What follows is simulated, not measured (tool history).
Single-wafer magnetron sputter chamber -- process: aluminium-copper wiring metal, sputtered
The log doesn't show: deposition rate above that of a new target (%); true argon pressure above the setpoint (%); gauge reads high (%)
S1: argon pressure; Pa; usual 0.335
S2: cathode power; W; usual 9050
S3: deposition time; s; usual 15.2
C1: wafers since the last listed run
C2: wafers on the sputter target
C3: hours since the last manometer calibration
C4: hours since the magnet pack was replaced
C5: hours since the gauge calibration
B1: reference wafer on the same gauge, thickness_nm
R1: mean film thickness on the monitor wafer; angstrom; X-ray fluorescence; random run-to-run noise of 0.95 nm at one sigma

run	day	S1	S2	S3	C1	C2	C3	C4	C5	B1	R1
1	0	0.335	9050	15.2	0	3833	2120.1	5837.5	603.3	285.198	2438.84
2	3.458	0.335	9050	15.2	1423	5257	2203.1	5920.5	686.3	284.804	2411.56
# day 5.838: sputter target and shields replaced
3	5.858	0.335	9050	15.2	850	8	2260.7	5978.1	743.9	284.932	2557.98
4	8.958	0.335	9050	15.2	1276	1284	2335.1	6052.5	818.3	284.992	2485.18
5	10.842	0.335	9050	15.2	775	2060	2380.3	6097.7	863.5	285.297	2464.44
# day 19.029: capacitance manometer re-zeroed and calibrated
# day 19.325: sputter target and shields replaced
# day 21.208: gauge calibrated
6	24.038	0.335	9050	15.2	5173	1940	120.2	6414.4	67.9	284.956	2380.84
7	26.75	0.335	9050	15.2	1116	3056	185.3	6479.5	133	284.905	2373.41
8	28.979	0.335	9050	15.2	917	3974	238.8	6533	186.5	285.068	2362.39
# day 32.517: sputter target and shields replaced
9	32.729	0.335	9800	17.7	1406	87	328.8	6623	276.5	285.001	3133.29
10	34.958	0.335	9050	15.2	917	1004	382.3	6676.5	330	285.078	2431.75
# day 35.738: magnet pack replaced
11	39.329	0.335	9050	13.7	1662	2666	487.2	86.2	434.9	284.8	2158.85
12	43.412	0.335	10250	15.2	1680	4347	585.2	184.2	532.9	284.967	2706.61
# day 45.538: sputter target and shields replaced
13	45.638	0.335	9050	15.2	778	41	638.6	237.6	586.3	285.021	2513.41
14	47.854	0.335	11150	13.8	912	953	691.8	290.8	639.5	284.871	2752.04

What if the next run were any one of these 5? Each begins from the tool's condition after run 14:
A	47.871	0.335	9050	18.1	6	960	692.2	291.2	639.9	?	?
B	47.871	0.335	9700	12.4	6	960	692.2	291.2	639.9	?	?
C	47.871	0.335	11300	17.5	6	960	692.2	291.2	639.9	?	?
D	47.871	0.219	9050	16.5	6	960	692.2	291.2	639.9	?	?
E	47.871	0.418	10700	16.8	6	960	692.2	291.2	639.9	?	?

run	B1	R1
A	285.111	2940.45
B	285.111	2159.13
C	285.111	3549.79
D	285.111	2965.38
E	285.111	3008.69
Stripped of hidden state, with their random variation kept, the same runs would have yielded:
run	R1
A	2979.66
B	2187.93
C	3597.13
D	3021.52
E	3037.62
